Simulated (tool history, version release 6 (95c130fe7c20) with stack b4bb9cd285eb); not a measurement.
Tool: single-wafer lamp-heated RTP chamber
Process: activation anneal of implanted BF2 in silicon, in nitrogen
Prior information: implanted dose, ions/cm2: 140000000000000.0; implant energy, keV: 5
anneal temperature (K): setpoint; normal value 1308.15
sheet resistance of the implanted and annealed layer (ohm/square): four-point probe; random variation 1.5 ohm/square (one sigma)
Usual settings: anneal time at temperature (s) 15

| run | hour | anneal temperature (K) | anneal time at temperature (s) | wafers since the last listed run | wafers since the last pyrometer calibration | wafers since the reflector plate was cleaned | hours since the gauge calibration | read-back reference wafer on the same gauge, sheet resistance | sheet resistance of the implanted and annealed layer (ohm/square) |
|---|---|---|---|---|---|---|---|---|---|
| 1 | 0 | 1308.15 | 9 | 0 | 1098 | 2769 | 359.5 | 1039.36 | 931.58 |
| 2 | 118 | 1308.15 | 9 | 1420 | 2518 | 4189 | 477.5 | 1039.02 | 930.32 |
| 3 | 153.7 | 1308.15 | 9 | 429 | 2948 | 4619 | 513.2 | 1039.21 | 926.62 |
|  | 216.8 | pyrometer window cleaned and pyrometer calibrated |
| 4 | 217.3 | 1287.15 | 19 | 669 | 6 | 5288 | 576.8 | 1038.9 | 919.8 |
|  | 284.5 | reflector plate cleaned |
| 5 | 285 | 1287.15 | 19 | 718 | 725 | 6 | 644.5 | 1038.78 | 924.45 |
| 6 | 351.1 | 1287.15 | 19 | 795 | 1520 | 801 | 710.6 | 1038.87 | 921.89 |
| 7 | 381.8 | 1308.15 | 15 | 369 | 1890 | 1171 | 741.3 | 1039.06 | 910.94 |
| 8 | 444.5 | 1308.15 | 15 | 754 | 2645 | 1926 | 804 | 1039.14 | 906.69 |
| 9 | 476.4 | 1308.15 | 15 | 384 | 3029 | 2310 | 835.9 | 1038.86 | 905.09 |
| 10 | 509.6 | 1308.15 | 15 | 399 | 3428 | 2709 | 869.1 | 1039.19 | 902.04 |
|  | 586.6 | pyrometer window cleaned and pyrometer calibrated |
| 11 | 616.2 | 1308.15 | 15 | 1186 | 355 | 3896 | 975.7 | 1039.31 | 911.73 |
| 12 | 655.7 | 1308.15 | 15 | 475 | 831 | 4372 | 1015.2 | 1038.96 | 911.4 |
| 13 | 704.6 | 1308.15 | 15 | 588 | 1419 | 4960 | 1064.1 | 1039.29 | 907.55 |
| 14 | 749.1 | 1308.15 | 15 | 535 | 1955 | 5496 | 1108.6 | 1039.12 | 905.25 |
|  | 779.4 | reflector plate cleaned |
| 15 | 804.6 | 1333.15 | 15 | 571 | 2527 | 303 | 1164.1 | 1039.02 | 887.9 |
| 16 | 929.9 | 1330.15 | 12 | 1508 | 4035 | 1811 | 1289.4 | 1039.28 | 891.74 |
|  | 945.7 | pyrometer window cleaned and pyrometer calibrated |
| 17 | 964.5 | 1283.15 | 15 | 320 | 226 | 2132 | 1324 | 1038.8 | 935.15 |
| 18 | 1008.8 | 1308.15 | 10 | 533 | 759 | 2665 | 1368.3 | 1039.03 | 927.66 |
| 19 | 1037.7 | 1325.15 | 24 | 347 | 1107 | 3013 | 1397.2 | 1038.99 | 868.69 |
| 20 | 1103.1 | 1294.15 | 15 | 787 | 1894 | 3800 | 1462.6 | 1039.17 | 918.18 |
| 21 | 1137 | 1287.15 | 19 | 408 | 2302 | 4208 | 1496.5 | 1039.12 | 913.53 |
|  | 1205.9 | reflector plate cleaned |
| 22 | 1206.4 | 1308.15 | 15 | 739 | 3042 | 6 | 1565.9 | 1038.92 | 906.33 |
|  | 1212.2 | gauge calibrated |
|  | 1240.1 | pyrometer window cleaned and pyrometer calibrated |
| 23 | 1352.8 | 1285.15 | 11 | 1666 | 1357 | 1672 | 140.6 | 1038.89 | 943.27 |
| 24 | 1391.5 | 1308.15 | 15 | 465 | 1822 | 2138 | 179.3 | 1038.81 | 913.38 |
| 25 | 1452.1 | 1332.15 | 9 | 729 | 2552 | 2867 | 239.9 | 1038.83 | 910.16 |
| 26 | 1509.8 | 1308.15 | 15 | 694 | 3246 | 3562 | 297.6 | 1039.06 | 902.97 |
|  | 1563.3 | pyrometer window cleaned and pyrometer calibrated |
| 27 | 1580 | 1333.15 | 15 | 748 | 201 | 4311 | 367.8 | 1038.96 | 888.54 |
| 28 | 1606.9 | 1326.15 | 11 | 323 | 525 | 4634 | 394.7 | 1039.43 | 907.77 |

Alternative continuations, all from the tool just after run 28; predict every row:
| A | 1607.3 | 1308.15 | 15 | 4 | 530 | 4639 | 395.1 | ? | ? |
| B | 1607.3 | 1284.15 | 15 | 4 | 530 | 4639 | 395.1 | ? | ? |
| C | 1607.3 | 1318.15 | 6 | 4 | 530 | 4639 | 395.1 | ? | ? |
| D | 1607.3 | 1284.15 | 13 | 4 | 530 | 4639 | 395.1 | ? | ? |

| run | read-back reference wafer on the same gauge, sheet resistance | sheet resistance of the implanted and annealed layer (ohm/square) |
|---|---|---|
| A | 1039.07 | 911.68 |
| B | 1039.07 | 933.85 |
| C | 1039.07 | 939.4 |
| D | 1039.07 | 939.04 |
With the hidden condition removed and each run's random variation left untouched, the same runs would have given:
| run | sheet resistance of the implanted and annealed layer (ohm/square) |
|---|---|
| A | 918.65 |
| B | 941.2 |
| C | 944.16 |
| D | 946.22 |
